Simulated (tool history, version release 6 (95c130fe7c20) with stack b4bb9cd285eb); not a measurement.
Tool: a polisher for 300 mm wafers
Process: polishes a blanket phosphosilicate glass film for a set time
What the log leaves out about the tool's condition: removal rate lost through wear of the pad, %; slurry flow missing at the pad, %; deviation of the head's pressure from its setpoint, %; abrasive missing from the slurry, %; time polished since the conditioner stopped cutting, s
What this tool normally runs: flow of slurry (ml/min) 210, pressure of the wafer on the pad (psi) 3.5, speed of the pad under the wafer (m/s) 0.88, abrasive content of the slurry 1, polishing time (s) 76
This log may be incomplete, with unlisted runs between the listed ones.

run,hour,flow of slurry (ml/min),pressure of the wafer on the pad (psi),speed of the pad under the wafer (m/s),abrasive content of the slurry,polishing time (s),wafers since the last listed run,wafers polished on this pad,hours since the slurry nozzle was cleaned,hours since the head pressure was calibrated,hours since the slurry blender was calibrated,hours since the conditioning disc was replaced,"incoming thickness of the incoming film, nm",film removed (angstrom)
1,0,210,3.5,0.88,1,76,0,2891,19.2,437.4,361.3,553.1,4461,6053
# hour 9.4: conditioning disc replaced and pad reconditioned
# hour 57.8: worn pad replaced by a new one
# hour 77: slurry blender recalibrated
2,103.6,210,3.5,0.88,1,76,950,436,122.8,541,26.6,94.2,4537.9,6638
3,208.4,210,3.5,0.88,1,76,1042,1478,227.6,645.8,131.4,199,4586.4,6306
4,253.4,210,3.5,0.88,1,76,447,1925,272.6,690.8,176.4,244,4467.5,6176
5,325.5,210,3.5,0.88,1,76,717,2642,344.7,762.9,248.5,316.1,4526.6,5959
6,365.5,210,3.5,0.88,1,76,397,3040,384.7,802.9,288.5,356.1,4532.3,6047
# hour 408.1: worn pad replaced by a new one
7,452.5,210,3.5,0.88,1,76,825,441,471.7,889.9,375.5,443.1,4517.6,6914
# hour 468.1: slurry blender recalibrated
8,499.4,210,3.5,0.88,1,76,446,887,518.6,936.8,31.3,490,4512.4,6694
# hour 514.6: head pressure recalibrated
# hour 531.8: conditioning disc replaced and pad reconditioned
# hour 598.3: slurry nozzle cleaned
9,740.5,210,3.5,0.88,1,76,2348,3236,142.2,225.9,272.4,208.7,4585.5,6040
# hour 759.8: worn pad replaced by a new one
10,794,150,3.5,0.76,1,61,492,339,195.7,279.4,325.9,262.2,4524.8,4655
11,884.4,265,3.5,1.04,1,89,899,1238,286.1,369.8,416.3,352.6,4537.1,8915
# hour 925.3: slurry blender recalibrated
12,959.7,235,3.5,0.88,1,85,728,1967,361.4,445.1,34.4,427.9,4560.6,7207
# hour 1020.5: conditioning disc replaced and pad reconditioned
13,1030.5,210,3.5,0.88,1,76,684,2652,432.2,515.9,105.2,10,4526.9,6112
# hour 1058.9: worn pad replaced by a new one, of another model than before
14,1136.4,210,3.5,0.76,1,76,1013,770,538.1,621.8,211.1,115.9,4608.9,6258
# hour 1149.1: slurry nozzle cleaned
15,1197.5,265,3,0.88,1.25,76,597,1368,48.4,682.9,272.2,177,4547.7,6693
# hour 1247.3: head pressure recalibrated
# hour 1296.7: slurry blender recalibrated
# hour 1395.4: worn pad replaced by a new one
16,1476.2,210,3.5,0.88,1,59,2692,803,327.1,228.9,179.5,455.7,4538.8,5159
17,1545.1,210,3.5,0.88,1,76,685,1488,396,297.8,248.4,524.6,4580.9,6414
18,1600.6,150,3,0.88,1.2,91,551,2040,451.5,353.3,303.9,580.1,4481.3,7198

Measured minus without-hidden-state, run by run (identical run-to-run variation in each term; gauge scatter may differ):
run,film removed (angstrom)
1,-1015
2,-333
3,-651
4,-789
5,-1010
6,-1172
7,-142
8,-284
9,-1032
10,-142
11,-663
12,-821
13,-939
14,-228
15,-440
16,-273
17,-559
18,-841

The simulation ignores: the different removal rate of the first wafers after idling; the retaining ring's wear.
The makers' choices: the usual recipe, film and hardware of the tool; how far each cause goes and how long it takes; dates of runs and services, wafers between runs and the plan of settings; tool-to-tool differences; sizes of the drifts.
